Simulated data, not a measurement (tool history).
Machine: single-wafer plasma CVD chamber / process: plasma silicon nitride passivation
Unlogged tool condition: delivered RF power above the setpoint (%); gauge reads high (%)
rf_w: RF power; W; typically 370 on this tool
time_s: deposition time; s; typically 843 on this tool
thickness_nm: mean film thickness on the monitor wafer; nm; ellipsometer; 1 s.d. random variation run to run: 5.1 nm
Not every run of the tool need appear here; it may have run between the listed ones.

| run | hour | rf_w | time_s | wafers since the last listed run | hours since the last RF generator calibration | hours since the showerhead was replaced | hours since the gauge calibration | read-back reference wafer on the same gauge, thickness_nm | thickness_nm |
|---|---|---|---|---|---|---|---|---|---|
| 1 | 0 | 370 | 843 | 0 | 815.9 | 2339.1 | 1122.9 | 1162.966 | 1120.529 |
| 2 | 60.4 | 370 | 843 | 200 | 876.3 | 2399.5 | 1183.3 | 1159.166 | 1121.97 |
| 3 | 105.7 | 370 | 843 | 150 | 921.6 | 2444.8 | 1228.6 | 1159.001 | 1125.936 |
| 4 | 175.4 | 370 | 843 | 230 | 991.3 | 2514.5 | 1298.3 | 1158.369 | 1126.608 |
| 5 | 234.7 | 370 | 843 | 196 | 1050.6 | 2573.8 | 1357.6 | 1157.539 | 1125.015 |
| 6 | 306.1 | 370 | 800 | 236 | 1122 | 2645.2 | 1429 | 1159.133 | 1061.009 |
| 7 | 355.8 | 370 | 800 | 164 | 1171.7 | 2694.9 | 1478.7 | 1157.283 | 1067.521 |
| 8 | 389.1 | 370 | 800 | 110 | 1205 | 2728.2 | 1512 | 1161.357 | 1068.15 |
| 9 | 417.3 | 370 | 920 | 93 | 1233.2 | 2756.4 | 1540.2 | 1156.751 | 1234.184 |
| 10 | 444.9 | 370 | 920 | 91 | 1260.8 | 2784 | 1567.8 | 1158.438 | 1228.759 |
| 11 | 485.8 | 370 | 843 | 135 | 1301.7 | 2824.9 | 1608.7 | 1159.799 | 1123.681 |
|  | 527 | gauge calibrated |
| 12 | 528.1 | 370 | 843 | 140 | 1344 | 2867.2 | 1.1 | 1161.157 | 1120.978 |
| 13 | 562.3 | 370 | 843 | 113 | 1378.2 | 2901.4 | 35.3 | 1158.644 | 1120.38 |
| 14 | 618.1 | 370 | 843 | 184 | 1434 | 2957.2 | 91.1 | 1160.598 | 1116.942 |
| 15 | 660 | 370 | 843 | 138 | 1475.9 | 2999.1 | 133 | 1160.383 | 1131.596 |
| 16 | 723.1 | 370 | 843 | 209 | 1539 | 3062.2 | 196.1 | 1159.644 | 1114.028 |
| 17 | 752.8 | 370 | 843 | 98 | 1568.7 | 3091.9 | 225.8 | 1161.679 | 1120.773 |
| 18 | 795.3 | 370 | 843 | 140 | 1611.2 | 3134.4 | 268.3 | 1159.68 | 1116.599 |
| 19 | 834.3 | 370 | 843 | 129 | 1650.2 | 3173.4 | 307.3 | 1157.507 | 1115.957 |
| 20 | 877.7 | 370 | 843 | 143 | 1693.6 | 3216.8 | 350.7 | 1159.552 | 1125.494 |
| 21 | 912.1 | 370 | 843 | 113 | 1728 | 3251.2 | 385.1 | 1162.075 | 1122.499 |
| 22 | 951.2 | 395 | 716 | 129 | 1767.1 | 3290.3 | 424.2 | 1158.788 | 967.151 |
|  | 1001.7 | showerhead replaced |
| 23 | 1028.8 | 370 | 759 | 230 | 1844.7 | 27.1 | 501.8 | 1160.399 | 1012.078 |
| 24 | 1082.4 | 320 | 930 | 177 | 1898.3 | 80.7 | 555.4 | 1161.108 | 1196.127 |
| 25 | 1147.8 | 430 | 695 | 216 | 1963.7 | 146.1 | 620.8 | 1157.869 | 959.012 |
| 26 | 1218.5 | 370 | 1010 | 234 | 2034.4 | 216.8 | 691.5 | 1161.088 | 1346.904 |
| 27 | 1261.6 | 305 | 781 | 142 | 2077.5 | 259.9 | 734.6 | 1159.893 | 995.26 |
| 28 | 1291 | 405 | 785 | 97 | 2106.9 | 289.3 | 764 | 1158.658 | 1072.811 |
| 29 | 1331.5 | 370 | 843 | 134 | 2147.4 | 329.8 | 804.5 | 1159.208 | 1122.454 |
|  | 1361.1 | RF generator calibrated |
| 30 | 1478.5 | 415 | 764 | 460 | 117.4 | 476.8 | 951.5 | 1158.647 | 1052.491 |
| 31 | 1534.9 | 370 | 899 | 186 | 173.8 | 533.2 | 1007.9 | 1158.018 | 1205.315 |
| 32 | 1565.6 | 320 | 686 | 101 | 204.5 | 563.9 | 1038.6 | 1158.505 | 882.053 |
| 33 | 1623.1 | 370 | 843 | 190 | 262 | 621.4 | 1096.1 | 1161.5 | 1114.688 |
| 34 | 1664.8 | 405 | 785 | 138 | 303.7 | 663.1 | 1137.8 | 1157.692 | 1068.617 |
| 35 | 1749.2 | 370 | 738 | 279 | 388.1 | 747.5 | 1222.2 | 1161.497 | 980.471 |
| 36 | 1788.8 | 370 | 843 | 131 | 427.7 | 787.1 | 1261.8 | 1158.849 | 1114.838 |
| 37 | 1818 | 370 | 994 | 96 | 456.9 | 816.3 | 1291 | 1161.569 | 1315.752 |
| 38 | 1869.4 | 370 | 843 | 170 | 508.3 | 867.7 | 1342.4 | 1160.001 | 1126.982 |
| 39 | 1915.1 | 405 | 1006 | 151 | 554 | 913.4 | 1388.1 | 1161.5 | 1378.335 |
| 40 | 1945.9 | 345 | 692 | 102 | 584.8 | 944.2 | 1418.9 | 1159.886 | 912.032 |
| 41 | 1987.7 | 440 | 964 | 138 | 626.6 | 986 | 1460.7 | 1159.838 | 1342.603 |
| 42 | 2042.8 | 430 | 843 | 182 | 681.7 | 1041.1 | 1515.8 | 1157.69 | 1157.731 |
| 43 | 2069.5 | 300 | 916 | 88 | 708.4 | 1067.8 | 1542.5 | 1157.951 | 1156.267 |

What the log doesn't show, run by run:
delivered RF power above the setpoint (%): 0 at every run
gauge reads high (%): 0 at every run

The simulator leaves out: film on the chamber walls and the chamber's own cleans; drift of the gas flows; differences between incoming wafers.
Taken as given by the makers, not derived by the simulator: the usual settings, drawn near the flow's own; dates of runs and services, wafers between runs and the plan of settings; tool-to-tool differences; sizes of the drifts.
